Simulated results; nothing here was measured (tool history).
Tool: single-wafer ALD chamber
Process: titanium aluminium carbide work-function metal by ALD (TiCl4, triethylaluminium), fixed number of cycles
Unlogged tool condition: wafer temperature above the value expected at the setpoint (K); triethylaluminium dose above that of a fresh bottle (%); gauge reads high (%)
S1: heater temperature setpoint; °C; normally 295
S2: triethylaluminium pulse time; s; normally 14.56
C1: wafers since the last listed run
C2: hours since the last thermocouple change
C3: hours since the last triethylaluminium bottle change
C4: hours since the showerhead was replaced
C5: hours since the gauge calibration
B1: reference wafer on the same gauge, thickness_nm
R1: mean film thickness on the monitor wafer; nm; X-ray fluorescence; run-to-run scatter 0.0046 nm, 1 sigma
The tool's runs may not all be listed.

run	hour	S1	S2	C1	C2	C3	C4	C5	B1	R1
1	0	295	14.56	0	2392.4	241.3	4096.2	348.1	1.61	1.797
2	52.1	295	14.56	448	2444.5	293.4	4148.3	400.2	1.61	1.793
3	86.3	295	14.56	294	2478.7	327.6	4182.5	434.4	1.611	1.785
4	142.5	295	14.56	483	2534.9	383.8	4238.7	490.6	1.609	1.782
5	209.4	295	14.56	575	2601.8	450.7	4305.6	557.5	1.61	1.776
6	233.6	285	14.56	208	2626	474.9	4329.8	581.7	1.61	1.705
7	291	285	14.56	493	2683.4	532.3	4387.2	639.1	1.611	1.71
8	348.9	295	14.56	497	2741.3	590.2	4445.1	697	1.61	1.771
# hour 400.8: showerhead replaced
# hour 408.7: triethylaluminium bottle replaced
9	431.4	285	10.38	572	2823.8	22.7	30.6	779.5	1.61	1.69
# hour 452.7: thermocouple changed; heater temperature recalibrated
10	494	282	13.06	469	41.3	85.3	93.2	842.1	1.609	1.708
# hour 514: gauge calibrated
11	558.2	284	14.56	552	105.5	149.5	157.4	44.2	1.611	1.725

Run 12 comes next. What will it give?
12	587.7	295	14.56	253	135	179	186.9	73.7	?	?

{"run 12": {"B1": 1.611, "R1": 1.798}}
If the tool had no hidden condition, the same run with the same run-to-run variation would have returned R1 1.838 nm.

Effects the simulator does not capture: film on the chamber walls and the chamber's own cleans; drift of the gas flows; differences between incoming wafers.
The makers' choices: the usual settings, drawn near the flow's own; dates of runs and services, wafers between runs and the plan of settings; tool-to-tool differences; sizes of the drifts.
